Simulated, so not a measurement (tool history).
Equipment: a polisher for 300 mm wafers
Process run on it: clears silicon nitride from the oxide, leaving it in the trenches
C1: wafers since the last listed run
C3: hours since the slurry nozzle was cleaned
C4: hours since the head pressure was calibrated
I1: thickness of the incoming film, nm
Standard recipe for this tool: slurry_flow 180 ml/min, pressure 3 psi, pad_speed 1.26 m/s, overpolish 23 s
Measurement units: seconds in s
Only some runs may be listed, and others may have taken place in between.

Run 1, hour 0: usual settings but slurry_flow 215 ml/min; C1 0; wafers polished on this pad 1212; C3 513.1; C4 1033.5; I1 90.5. Result: seconds 90.6 s.
Run 2, hour 17.3: usual settings but slurry_flow 215 ml/min; C1 95; wafers polished on this pad 1308; C3 530.4; C4 1050.8; I1 89.4. Result: seconds 91.1 s.
At hour 38.6: worn pad replaced by a new one.
Run 3, hour 44.1: usual settings but slurry_flow 215 ml/min; C1 126; wafers polished on this pad 30; C3 557.2; C4 1077.6; I1 91.6. Result: seconds 86.2 s.
Run 4, hour 73.4: usual settings; C1 162; wafers polished on this pad 192; C3 586.5; C4 1106.9; I1 89.5. Result: seconds 85.8 s.
Run 5, hour 105.2: usual settings; C1 176; wafers polished on this pad 369; C3 618.3; C4 1138.7; I1 91.4. Result: seconds 89.9 s.
Run 6, hour 119.3: usual settings but pressure 2.6 psi; C1 78; wafers polished on this pad 447; C3 632.4; C4 1152.8; I1 89.1. Result: seconds 103.5 s.
Run 7, hour 138.7: usual settings; C1 107; wafers polished on this pad 554; C3 651.8; C4 1172.2; I1 89.4. Result: seconds 90.3 s.
Run 8, hour 166.2: usual settings; C1 152; wafers polished on this pad 706; C3 679.3; C4 1199.7; I1 90.7. Result: seconds 92.4 s.
Run 9, hour 189.4: usual settings but pressure 2.5 psi, pad_speed 0.9 m/s, overpolish 34 s; C1 128; wafers polished on this pad 835; C3 702.5; C4 1222.9; I1 89.8. Result: seconds 158.5 s.
At hour 203.3: slurry nozzle cleaned.
Run 10, hour 206.8: usual settings; C1 90; wafers polished on this pad 926; C3 3.5; C4 1240.3; I1 91.1. Result: seconds 89.9 s.
Run 11, hour 220.7: usual settings but overpolish 30 s; C1 77; wafers polished on this pad 1003; C3 17.4; C4 1254.2; I1 90.4. Result: seconds 91.6 s.
At hour 239.4: head pressure recalibrated.
Run 12, hour 241: usual settings but pad_speed 1.7 m/s, overpolish 33 s; C1 101; wafers polished on this pad 1104; C3 37.7; C4 1.6; I1 90.3. Result: seconds 67.1 s.
Run 13, hour 270.7: usual settings but pad_speed 1.64 m/s, overpolish 14 s; C1 164; wafers polished on this pad 1269; C3 67.4; C4 31.3; I1 90.3. Result: seconds 71.6 s.

Estimate the outcome of run 14 from the log above:
At hour 276.4: worn pad replaced by a new one.
Run 14, hour 302.8: usual settings but pressure 2.7 psi, pad_speed 1.68 m/s, overpolish 11 s; C1 155; wafers polished on this pad 146; C3 99.5; C4 63.4; I1 88.6. Result: seconds ?.

seconds: 68.2 s
With the hidden condition absent and the run-to-run variation left alone, this run would have shown seconds 67.4 s.
